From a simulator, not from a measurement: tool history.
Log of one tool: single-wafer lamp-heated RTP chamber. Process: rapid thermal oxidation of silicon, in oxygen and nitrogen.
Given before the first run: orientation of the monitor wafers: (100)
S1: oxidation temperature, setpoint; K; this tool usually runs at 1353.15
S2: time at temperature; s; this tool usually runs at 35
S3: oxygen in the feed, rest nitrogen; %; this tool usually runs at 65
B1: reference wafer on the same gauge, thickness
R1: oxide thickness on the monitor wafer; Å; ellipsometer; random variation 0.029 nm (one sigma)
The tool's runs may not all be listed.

{"run": 1, "hour": 0.0, "S1": 1353.15, "S2": 35, "S3": 77, "B1": 7.756, "R1": 78.24}
{"run": 2, "hour": 81.7, "S1": 1353.15, "S2": 35, "S3": 77, "B1": 7.753, "R1": 78.63}
{"run": 3, "hour": 265.9, "S1": 1353.15, "S2": 35, "S3": 65, "B1": 7.753, "R1": 73.65}
{"run": 4, "hour": 363.2, "S1": 1353.15, "S2": 35, "S3": 65, "B1": 7.749, "R1": 74.05}
{"run": 5, "hour": 408.8, "S1": 1353.15, "S2": 35, "S3": 65, "B1": 7.739, "R1": 74.14}
{"run": 6, "hour": 495.4, "S1": 1353.15, "S2": 42, "S3": 65, "B1": 7.762, "R1": 79.24}
{"hour": 523.1, "done": "pyrometer window cleaned and pyrometer calibrated"}
{"run": 7, "hour": 595.5, "S1": 1353.15, "S2": 35, "S3": 65, "B1": 7.755, "R1": 74.13}
{"run": 8, "hour": 655.7, "S1": 1353.15, "S2": 35, "S3": 65, "B1": 7.749, "R1": 73.77}
{"run": 9, "hour": 756.0, "S1": 1353.15, "S2": 35, "S3": 65, "B1": 7.749, "R1": 73.66}
{"run": 10, "hour": 840.4, "S1": 1353.15, "S2": 35, "S3": 65, "B1": 7.745, "R1": 74.17}
{"run": 11, "hour": 899.2, "S1": 1353.15, "S2": 35, "S3": 65, "B1": 7.763, "R1": 73.57}
{"run": 12, "hour": 993.1, "S1": 1370.15, "S2": 35, "S3": 65, "B1": 7.745, "R1": 82.75}
{"run": 13, "hour": 1068.2, "S1": 1370.15, "S2": 35, "S3": 65, "B1": 7.764, "R1": 81.98}
{"run": 14, "hour": 1169.1, "S1": 1370.15, "S2": 35, "S3": 65, "B1": 7.749, "R1": 82.07}
{"run": 15, "hour": 1213.2, "S1": 1353.15, "S2": 35, "S3": 65, "B1": 7.744, "R1": 73.18}
{"run": 16, "hour": 1259.5, "S1": 1353.15, "S2": 40, "S3": 65, "B1": 7.746, "R1": 78.17}
{"run": 17, "hour": 1302.3, "S1": 1353.15, "S2": 40, "S3": 65, "B1": 7.745, "R1": 78.06}
{"run": 18, "hour": 1347.8, "S1": 1353.15, "S2": 40, "S3": 65, "B1": 7.74, "R1": 77.8}
{"run": 19, "hour": 1394.5, "S1": 1377.15, "S2": 18, "S3": 40, "B1": 7.746, "R1": 55.02}
{"run": 20, "hour": 1474.1, "S1": 1353.15, "S2": 42, "S3": 78, "B1": 7.742, "R1": 85.02}
{"hour": 1547.8, "done": "oxygen flow controller replaced"}
{"run": 21, "hour": 1568.7, "S1": 1375.15, "S2": 25, "S3": 43, "B1": 7.74, "R1": 64.04}
{"hour": 1587.4, "done": "pyrometer window cleaned and pyrometer calibrated"}
{"run": 22, "hour": 1641.3, "S1": 1371.15, "S2": 35, "S3": 65, "B1": 7.743, "R1": 82.86}
{"run": 23, "hour": 1701.9, "S1": 1353.15, "S2": 35, "S3": 65, "B1": 7.739, "R1": 73.69}
{"run": 24, "hour": 1802.8, "S1": 1353.15, "S2": 35, "S3": 65, "B1": 7.743, "R1": 74.09}
{"hour": 1823.1, "done": "gauge calibrated"}
{"run": 25, "hour": 1843.9, "S1": 1353.15, "S2": 35, "S3": 65, "B1": 7.763, "R1": 73.65}
{"run": 26, "hour": 1932.6, "S1": 1353.15, "S2": 44, "S3": 51, "B1": 7.753, "R1": 74.71}
{"run": 27, "hour": 1984.9, "S1": 1364.15, "S2": 48, "S3": 65, "B1": 7.738, "R1": 90.48}
{"run": 28, "hour": 2064.6, "S1": 1353.15, "S2": 28, "S3": 77, "B1": 7.753, "R1": 71.48}
{"run": 29, "hour": 2142.0, "S1": 1353.15, "S2": 21, "S3": 76, "B1": 7.755, "R1": 63.19}
{"run": 30, "hour": 2212.7, "S1": 1353.15, "S2": 35, "S3": 65, "B1": 7.744, "R1": 73.75}
{"run": 31, "hour": 2310.5, "S1": 1353.15, "S2": 27, "S3": 44, "B1": 7.759, "R1": 57.8}
{"run": 32, "hour": 2409.4, "S1": 1353.15, "S2": 31, "S3": 89, "B1": 7.742, "R1": 77.72}
{"run": 33, "hour": 2652.8, "S1": 1353.15, "S2": 35, "S3": 65, "B1": 7.746, "R1": 73.61}
{"run": 34, "hour": 2700.2, "S1": 1364.15, "S2": 47, "S3": 88, "B1": 7.761, "R1": 99.54}
{"hour": 2797.1, "done": "pyrometer window cleaned and pyrometer calibrated"}
{"run": 35, "hour": 2797.6, "S1": 1326.15, "S2": 35, "S3": 83, "B1": 7.748, "R1": 67.04}
{"run": 36, "hour": 2888.5, "S1": 1353.15, "S2": 35, "S3": 65, "B1": 7.739, "R1": 73.61}
{"run": 37, "hour": 2930.2, "S1": 1353.15, "S2": 35, "S3": 46, "B1": 7.763, "R1": 65.37}
{"run": 38, "hour": 3003.9, "S1": 1378.15, "S2": 23, "S3": 38, "B1": 7.761, "R1": 59.64}

Forecast each of these 4 alternatives for the next run:
{"run": "A", "hour": 3004.4, "S1": 1353.15, "S2": 35, "S3": 40, "B1": "?", "R1": "?"}
{"run": "B", "hour": 3004.4, "S1": 1376.15, "S2": 45, "S3": 65, "B1": "?", "R1": "?"}
{"run": "C", "hour": 3004.4, "S1": 1340.15, "S2": 18, "S3": 65, "B1": "?", "R1": "?"}
{"run": "D", "hour": 3004.4, "S1": 1353.15, "S2": 35, "S3": 78, "B1": "?", "R1": "?"}

run=A B1=7.748 R1=61.68
run=B B1=7.748 R1=94.45
run=C B1=7.748 R1=50.92
run=D B1=7.748 R1=77.99
The same runs, with their run-to-run variation unchanged, on a tool lacking any hidden condition would have given:
run=A R1=61.68
run=B R1=94.45
run=C R1=50.92
run=D R1=77.99
